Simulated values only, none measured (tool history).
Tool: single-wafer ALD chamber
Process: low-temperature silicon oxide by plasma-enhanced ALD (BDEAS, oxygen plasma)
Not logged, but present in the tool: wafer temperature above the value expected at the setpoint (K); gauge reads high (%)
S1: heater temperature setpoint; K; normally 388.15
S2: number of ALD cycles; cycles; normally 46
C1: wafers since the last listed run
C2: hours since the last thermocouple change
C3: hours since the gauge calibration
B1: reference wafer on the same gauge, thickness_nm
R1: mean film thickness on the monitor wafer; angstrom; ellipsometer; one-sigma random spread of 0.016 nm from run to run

{"run": 1, "hour": 0.0, "S1": 388.15, "S2": 46, "C1": 0, "C2": 74.3, "C3": 244.9, "B1": 6.227, "R1": 64.47}
{"run": 2, "hour": 55.1, "S1": 388.15, "S2": 46, "C1": 224, "C2": 129.4, "C3": 300.0, "B1": 6.229, "R1": 64.68}
{"run": 3, "hour": 263.2, "S1": 388.15, "S2": 46, "C1": 849, "C2": 337.5, "C3": 508.1, "B1": 6.232, "R1": 64.86}
{"run": 4, "hour": 473.4, "S1": 388.15, "S2": 46, "C1": 857, "C2": 547.7, "C3": 718.3, "B1": 6.23, "R1": 64.65}
{"run": 5, "hour": 526.7, "S1": 378.15, "S2": 46, "C1": 217, "C2": 601.0, "C3": 771.6, "B1": 6.229, "R1": 66.03}
{"run": 6, "hour": 587.0, "S1": 378.15, "S2": 46, "C1": 246, "C2": 661.3, "C3": 831.9, "B1": 6.231, "R1": 65.82}
{"run": 7, "hour": 635.3, "S1": 378.15, "S2": 46, "C1": 197, "C2": 709.6, "C3": 880.2, "B1": 6.233, "R1": 66.03}
{"run": 8, "hour": 678.6, "S1": 388.15, "S2": 46, "C1": 176, "C2": 752.9, "C3": 923.5, "B1": 6.228, "R1": 64.8}
{"run": 9, "hour": 744.5, "S1": 388.15, "S2": 46, "C1": 268, "C2": 818.8, "C3": 989.4, "B1": 6.228, "R1": 64.78}
{"run": 10, "hour": 812.7, "S1": 388.15, "S2": 46, "C1": 278, "C2": 887.0, "C3": 1057.6, "B1": 6.235, "R1": 64.74}
{"run": 11, "hour": 873.7, "S1": 388.15, "S2": 46, "C1": 248, "C2": 948.0, "C3": 1118.6, "B1": 6.233, "R1": 65.13}
{"run": 12, "hour": 898.9, "S1": 377.15, "S2": 46, "C1": 102, "C2": 973.2, "C3": 1143.8, "B1": 6.23, "R1": 65.76}
{"run": 13, "hour": 947.6, "S1": 377.15, "S2": 46, "C1": 198, "C2": 1021.9, "C3": 1192.5, "B1": 6.228, "R1": 65.91}
{"run": 14, "hour": 997.6, "S1": 377.15, "S2": 46, "C1": 204, "C2": 1071.9, "C3": 1242.5, "B1": 6.227, "R1": 65.98}
{"run": 15, "hour": 1062.4, "S1": 388.15, "S2": 46, "C1": 264, "C2": 1136.7, "C3": 1307.3, "B1": 6.23, "R1": 64.93}
{"run": 16, "hour": 1091.1, "S1": 388.15, "S2": 46, "C1": 117, "C2": 1165.4, "C3": 1336.0, "B1": 6.228, "R1": 65.28}
{"hour": 1142.6, "done": "gauge calibrated"}
{"run": 17, "hour": 1146.6, "S1": 388.15, "S2": 46, "C1": 226, "C2": 1220.9, "C3": 4.0, "B1": 6.232, "R1": 64.85}
{"run": 18, "hour": 1174.3, "S1": 388.15, "S2": 46, "C1": 113, "C2": 1248.6, "C3": 31.7, "B1": 6.23, "R1": 64.96}
{"run": 19, "hour": 1209.1, "S1": 388.15, "S2": 46, "C1": 142, "C2": 1283.4, "C3": 66.5, "B1": 6.231, "R1": 65.02}
{"run": 20, "hour": 1273.3, "S1": 377.15, "S2": 43, "C1": 261, "C2": 1347.6, "C3": 130.7, "B1": 6.231, "R1": 62.07}
{"run": 21, "hour": 1323.6, "S1": 377.15, "S2": 43, "C1": 205, "C2": 1397.9, "C3": 181.0, "B1": 6.229, "R1": 61.66}
{"run": 22, "hour": 1473.6, "S1": 399.15, "S2": 37, "C1": 612, "C2": 1547.9, "C3": 331.0, "B1": 6.231, "R1": 51.44}
{"run": 23, "hour": 1501.9, "S1": 402.15, "S2": 46, "C1": 115, "C2": 1576.2, "C3": 359.3, "B1": 6.233, "R1": 63.42}
{"run": 24, "hour": 1571.1, "S1": 394.15, "S2": 50, "C1": 282, "C2": 1645.4, "C3": 428.5, "B1": 6.231, "R1": 69.97}
{"run": 25, "hour": 1597.6, "S1": 392.15, "S2": 49, "C1": 108, "C2": 1671.9, "C3": 455.0, "B1": 6.231, "R1": 68.97}
{"run": 26, "hour": 1651.2, "S1": 388.15, "S2": 46, "C1": 218, "C2": 1725.5, "C3": 508.6, "B1": 6.228, "R1": 65.26}
{"run": 27, "hour": 1720.2, "S1": 401.15, "S2": 54, "C1": 281, "C2": 1794.5, "C3": 577.6, "B1": 6.228, "R1": 74.54}
{"run": 28, "hour": 1787.3, "S1": 402.15, "S2": 40, "C1": 273, "C2": 1861.6, "C3": 644.7, "B1": 6.231, "R1": 55.25}
{"run": 29, "hour": 1812.4, "S1": 388.15, "S2": 46, "C1": 102, "C2": 1886.7, "C3": 669.8, "B1": 6.228, "R1": 65.17}
{"run": 30, "hour": 1855.5, "S1": 392.15, "S2": 42, "C1": 175, "C2": 1929.8, "C3": 712.9, "B1": 6.229, "R1": 59.0}
{"run": 31, "hour": 1889.7, "S1": 381.15, "S2": 44, "C1": 139, "C2": 1964.0, "C3": 747.1, "B1": 6.228, "R1": 62.98}
{"hour": 1915.2, "done": "thermocouple changed; heater temperature recalibrated"}
{"run": 32, "hour": 1922.0, "S1": 397.15, "S2": 49, "C1": 99, "C2": 6.8, "C3": 779.4, "B1": 6.228, "R1": 67.53}
{"run": 33, "hour": 1978.2, "S1": 376.15, "S2": 55, "C1": 229, "C2": 63.0, "C3": 835.6, "B1": 6.235, "R1": 78.47}
{"run": 34, "hour": 2011.7, "S1": 388.15, "S2": 46, "C1": 136, "C2": 96.5, "C3": 869.1, "B1": 6.226, "R1": 64.51}
{"run": 35, "hour": 2081.0, "S1": 397.15, "S2": 55, "C1": 282, "C2": 165.8, "C3": 938.4, "B1": 6.229, "R1": 75.92}
{"run": 36, "hour": 2117.3, "S1": 401.15, "S2": 53, "C1": 148, "C2": 202.1, "C3": 974.7, "B1": 6.228, "R1": 72.68}
{"run": 37, "hour": 2157.6, "S1": 381.15, "S2": 44, "C1": 164, "C2": 242.4, "C3": 1015.0, "B1": 6.229, "R1": 62.54}
{"run": 38, "hour": 2214.1, "S1": 388.15, "S2": 46, "C1": 230, "C2": 298.9, "C3": 1071.5, "B1": 6.226, "R1": 64.65}
{"run": 39, "hour": 2241.4, "S1": 393.15, "S2": 55, "C1": 111, "C2": 326.2, "C3": 1098.8, "B1": 6.226, "R1": 76.81}
{"run": 40, "hour": 2310.9, "S1": 394.15, "S2": 55, "C1": 283, "C2": 395.7, "C3": 1168.3, "B1": 6.227, "R1": 76.7}
{"run": 41, "hour": 2377.1, "S1": 388.15, "S2": 46, "C1": 270, "C2": 461.9, "C3": 1234.5, "B1": 6.227, "R1": 64.48}

Expected results for the next run?
{"run": 42, "hour": 2448.5, "S1": 396.15, "S2": 41, "C1": 291, "C2": 533.3, "C3": 1305.9, "B1": "?", "R1": "?"}

Logged for run 42: B1 6.230, R1 56.76 angstrom.
With no hidden state in the tool, this same run would have given R1 56.72 angstrom.
